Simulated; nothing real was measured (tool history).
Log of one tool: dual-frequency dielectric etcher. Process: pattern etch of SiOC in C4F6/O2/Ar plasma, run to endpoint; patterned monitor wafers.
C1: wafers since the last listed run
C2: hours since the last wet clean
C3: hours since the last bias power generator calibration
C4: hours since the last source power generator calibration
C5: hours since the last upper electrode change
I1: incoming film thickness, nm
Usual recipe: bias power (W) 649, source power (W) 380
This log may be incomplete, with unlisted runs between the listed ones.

Run 1, hour 0: usual settings; C1 0; C2 62; C3 3969.1; C4 4754.9; C5 4622; I1 29.39. Result: endpoint time (s) 9.4.
Run 2, hour 32.1: usual settings but bias power (W) 539, source power (W) 450; C1 465; C2 94.1; C3 4001.2; C4 4787; C5 4654.1; I1 29.46. Result: endpoint time (s) 9.5.
Run 3, hour 67.5: usual settings but bias power (W) 539, source power (W) 450; C1 513; C2 129.5; C3 4036.6; C4 4822.4; C5 4689.5; I1 29.45. Result: endpoint time (s) 9.5.
Run 4, hour 84.5: usual settings; C1 246; C2 146.5; C3 4053.6; C4 4839.4; C5 4706.5; I1 29.54. Result: endpoint time (s) 9.4.
Run 5, hour 103.6: usual settings; C1 277; C2 165.6; C3 4072.7; C4 4858.5; C5 4725.6; I1 29.3. Result: endpoint time (s) 9.3.
Run 6, hour 135.4: usual settings; C1 461; C2 197.4; C3 4104.5; C4 4890.3; C5 4757.4; I1 29.69. Result: endpoint time (s) 9.4.
Run 7, hour 171.1: usual settings; C1 517; C2 233.1; C3 4140.2; C4 4926; C5 4793.1; I1 29.96. Result: endpoint time (s) 9.4.
Run 8, hour 203.1: usual settings; C1 464; C2 265.1; C3 4172.2; C4 4958; C5 4825.1; I1 29.8. Result: endpoint time (s) 9.4.
Run 9, hour 229.7: usual settings but bias power (W) 745; C1 385; C2 291.7; C3 4198.8; C4 4984.6; C5 4851.7; I1 29.56. Result: endpoint time (s) 8.8.
Run 10, hour 244.9: usual settings but bias power (W) 745; C1 220; C2 306.9; C3 4214; C4 4999.8; C5 4866.9; I1 29.38. Result: endpoint time (s) 8.7.
Run 11, hour 275.5: usual settings but bias power (W) 745; C1 443; C2 337.5; C3 4244.6; C4 5030.4; C5 4897.5; I1 29.38. Result: endpoint time (s) 8.7.
Run 12, hour 297: usual settings; C1 311; C2 359; C3 4266.1; C4 5051.9; C5 4919; I1 29.55. Result: endpoint time (s) 9.2.
Run 13, hour 321: usual settings; C1 348; C2 383; C3 4290.1; C4 5075.9; C5 4943; I1 30.05. Result: endpoint time (s) 9.5.
At hour 329.6: source power generator calibrated.
Run 14, hour 340.7: usual settings but bias power (W) 753; C1 227; C2 402.7; C3 4309.8; C4 11.1; C5 4962.7; I1 29.26. Result: endpoint time (s) 8.5.
At hour 356.3: bias power generator calibrated.
At hour 365.8: upper electrode replaced.
Run 15, hour 369.7: usual settings but bias power (W) 753; C1 224; C2 431.7; C3 13.4; C4 40.1; C5 3.9; I1 29.5. Result: endpoint time (s) 8.6.
Run 16, hour 392.8: usual settings but bias power (W) 753; C1 335; C2 454.8; C3 36.5; C4 63.2; C5 27; I1 29.91. Result: endpoint time (s) 8.8.
Run 17, hour 407.6: usual settings but bias power (W) 522, source power (W) 350; C1 214; C2 469.6; C3 51.3; C4 78; C5 41.8; I1 29.66. Result: endpoint time (s) 10.4.
Run 18, hour 422.4: usual settings but bias power (W) 745; C1 214; C2 484.4; C3 66.1; C4 92.8; C5 56.6; I1 29.48. Result: endpoint time (s) 8.6.
Run 19, hour 448.9: usual settings but bias power (W) 698, source power (W) 300; C1 384; C2 510.9; C3 92.6; C4 119.3; C5 83.1; I1 29.64. Result: endpoint time (s) 9.8.
Run 20, hour 482.9: usual settings but bias power (W) 524, source power (W) 470; C1 493; C2 544.9; C3 126.6; C4 153.3; C5 117.1; I1 29.81. Result: endpoint time (s) 9.2.
At hour 507.2: wet clean of the chamber.
Run 21, hour 507.7: usual settings but bias power (W) 729, source power (W) 350; C1 11; C2 0.5; C3 151.4; C4 178.1; C5 141.9; I1 29.61. Result: endpoint time (s) 9.4.
Run 22, hour 523.9: usual settings; C1 234; C2 16.7; C3 167.6; C4 194.3; C5 158.1; I1 29.77. Result: endpoint time (s) 9.7.
Run 23, hour 547.5: usual settings; C1 342; C2 40.3; C3 191.2; C4 217.9; C5 181.7; I1 29.42. Result: endpoint time (s) 9.5.
Run 24, hour 575.3: usual settings but bias power (W) 729, source power (W) 320; C1 403; C2 68.1; C3 219; C4 245.7; C5 209.5; I1 29.66. Result: endpoint time (s) 9.8.
Run 25, hour 605.3: usual settings but bias power (W) 741, source power (W) 460; C1 435; C2 98.1; C3 249; C4 275.7; C5 239.5; I1 29.59. Result: endpoint time (s) 8.3.
Run 26, hour 618.6: usual settings but bias power (W) 807, source power (W) 450; C1 192; C2 111.4; C3 262.3; C4 289; C5 252.8; I1 29.82. Result: endpoint time (s) 8.2.
Run 27, hour 635.8: usual settings but source power (W) 450; C1 249; C2 128.6; C3 279.5; C4 306.2; C5 270; I1 29.63. Result: endpoint time (s) 8.8.
Run 28, hour 659.7: usual settings but bias power (W) 563, source power (W) 450; C1 346; C2 152.5; C3 303.4; C4 330.1; C5 293.9; I1 29.51. Result: endpoint time (s) 9.4.
Run 29, hour 676.5: usual settings but bias power (W) 524, source power (W) 470; C1 243; C2 169.3; C3 320.2; C4 346.9; C5 310.7; I1 29.47. Result: endpoint time (s) 9.5.
Run 30, hour 702.9: usual settings but source power (W) 340; C1 382; C2 195.7; C3 346.6; C4 373.3; C5 337.1; I1 29.45. Result: endpoint time (s) 9.7.
Run 31, hour 724.7: usual settings but bias power (W) 783, source power (W) 350; C1 316; C2 217.5; C3 368.4; C4 395.1; C5 358.9; I1 29.86. Result: endpoint time (s) 9.
Run 32, hour 748.2: usual settings but bias power (W) 801, source power (W) 410; C1 340; C2 241; C3 391.9; C4 418.6; C5 382.4; I1 29.4. Result: endpoint time (s) 8.3.

Branching from run 32: 3 alternative next runs. What would each branch give?
Run A, hour 748.6: usual settings; C1 5; C2 241.4; C3 392.3; C4 419; C5 382.8; I1 29.67. Result: endpoint time (s) ?.
Run B, hour 748.6: usual settings but bias power (W) 503, source power (W) 420; C1 5; C2 241.4; C3 392.3; C4 419; C5 382.8; I1 29.67. Result: endpoint time (s) ?.
Run C, hour 748.6: usual settings but bias power (W) 560, source power (W) 320; C1 5; C2 241.4; C3 392.3; C4 419; C5 382.8; I1 29.67. Result: endpoint time (s) ?.

run  endpoint time (s)
  A                9.5
  B               10.1
  C               10.8
With the hidden condition removed and each run's random variation left untouched, the same runs would have given:
run  endpoint time (s)
  A                9.6
  B               10.2
  C                 11
